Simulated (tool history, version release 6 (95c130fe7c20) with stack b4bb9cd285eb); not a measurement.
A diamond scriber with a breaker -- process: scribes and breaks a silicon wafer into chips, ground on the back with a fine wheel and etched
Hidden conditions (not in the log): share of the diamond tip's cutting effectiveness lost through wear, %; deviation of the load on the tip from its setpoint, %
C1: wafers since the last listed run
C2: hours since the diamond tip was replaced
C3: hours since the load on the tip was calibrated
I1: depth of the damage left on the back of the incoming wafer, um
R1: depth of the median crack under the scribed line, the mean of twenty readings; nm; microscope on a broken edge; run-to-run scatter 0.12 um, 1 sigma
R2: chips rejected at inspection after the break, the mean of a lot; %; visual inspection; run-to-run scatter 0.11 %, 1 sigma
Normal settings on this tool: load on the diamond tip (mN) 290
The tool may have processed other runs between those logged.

{"run": 1, "hour": 0.0, "load on the diamond tip (mN)": 290, "C1": 0, "C2": 143.2, "C3": 333.2, "I1": 0.38, "R1": 7060, "R2": 1.77}
{"run": 2, "hour": 65.5, "load on the diamond tip (mN)": 290, "C1": 121, "C2": 208.7, "C3": 398.7, "I1": 0.5, "R1": 6940, "R2": 1.87}
{"run": 3, "hour": 110.0, "load on the diamond tip (mN)": 290, "C1": 82, "C2": 253.2, "C3": 443.2, "I1": 0.6, "R1": 6720, "R2": 1.92}
{"run": 4, "hour": 188.5, "load on the diamond tip (mN)": 290, "C1": 145, "C2": 331.7, "C3": 521.7, "I1": 0.35, "R1": 6670, "R2": 2.32}
{"run": 5, "hour": 291.2, "load on the diamond tip (mN)": 290, "C1": 190, "C2": 434.4, "C3": 624.4, "I1": 0.76, "R1": 6570, "R2": 2.97}
{"hour": 329.4, "done": "load on the tip recalibrated"}
{"run": 6, "hour": 365.9, "load on the diamond tip (mN)": 290, "C1": 135, "C2": 509.1, "C3": 36.5, "I1": 0.53, "R1": 6670, "R2": 3.36}
{"run": 7, "hour": 449.4, "load on the diamond tip (mN)": 290, "C1": 155, "C2": 592.6, "C3": 120.0, "I1": 0.74, "R1": 6460, "R2": 3.98}
{"run": 8, "hour": 491.1, "load on the diamond tip (mN)": 290, "C1": 77, "C2": 634.3, "C3": 161.7, "I1": 0.71, "R1": 6330, "R2": 4.04}
{"run": 9, "hour": 528.1, "load on the diamond tip (mN)": 290, "C1": 68, "C2": 671.3, "C3": 198.7, "I1": 0.5, "R1": 6350, "R2": 4.08}
{"run": 10, "hour": 614.8, "load on the diamond tip (mN)": 290, "C1": 161, "C2": 758.0, "C3": 285.4, "I1": 0.61, "R1": 6240, "R2": 4.92}
{"run": 11, "hour": 666.4, "load on the diamond tip (mN)": 271, "C1": 95, "C2": 809.6, "C3": 337.0, "I1": 0.79, "R1": 6040, "R2": 7.66}
{"run": 12, "hour": 763.7, "load on the diamond tip (mN)": 271, "C1": 180, "C2": 906.9, "C3": 434.3, "I1": 0.36, "R1": 5970, "R2": 9.06}
{"run": 13, "hour": 801.9, "load on the diamond tip (mN)": 350, "C1": 71, "C2": 945.1, "C3": 472.5, "I1": 0.61, "R1": 6450, "R2": 2.92}
{"hour": 851.6, "done": "load on the tip recalibrated"}
{"run": 14, "hour": 858.4, "load on the diamond tip (mN)": 238, "C1": 101, "C2": 1001.6, "C3": 6.8, "I1": 0.48, "R1": 5480, "R2": 14.69}
{"run": 15, "hour": 930.8, "load on the diamond tip (mN)": 238, "C1": 134, "C2": 1074.0, "C3": 79.2, "I1": 0.43, "R1": 5430, "R2": 17.05}
{"run": 16, "hour": 986.6, "load on the diamond tip (mN)": 290, "C1": 103, "C2": 1129.8, "C3": 135.0, "I1": 0.64, "R1": 5780, "R2": 10.12}
{"hour": 1024.7, "done": "diamond tip replaced by a new one, of another model than before"}
{"run": 17, "hour": 1054.8, "load on the diamond tip (mN)": 290, "C1": 123, "C2": 30.1, "C3": 203.2, "I1": 0.74, "R1": 7030, "R2": 1.72}
{"run": 18, "hour": 1153.9, "load on the diamond tip (mN)": 290, "C1": 184, "C2": 129.2, "C3": 302.3, "I1": 0.78, "R1": 7150, "R2": 1.74}

Run 19 is up next; what results do you expect?
{"run": 19, "hour": 1209.7, "load on the diamond tip (mN)": 208, "C1": 103, "C2": 185.0, "C3": 358.1, "I1": 0.4, "R1": "?", "R2": "?"}

{"run 19": {"R1": 5340, "R2": 17.79}}
With the hidden condition absent and the run-to-run variation left alone, this run would have shown R1 5550 nm, R2 13.98 %.
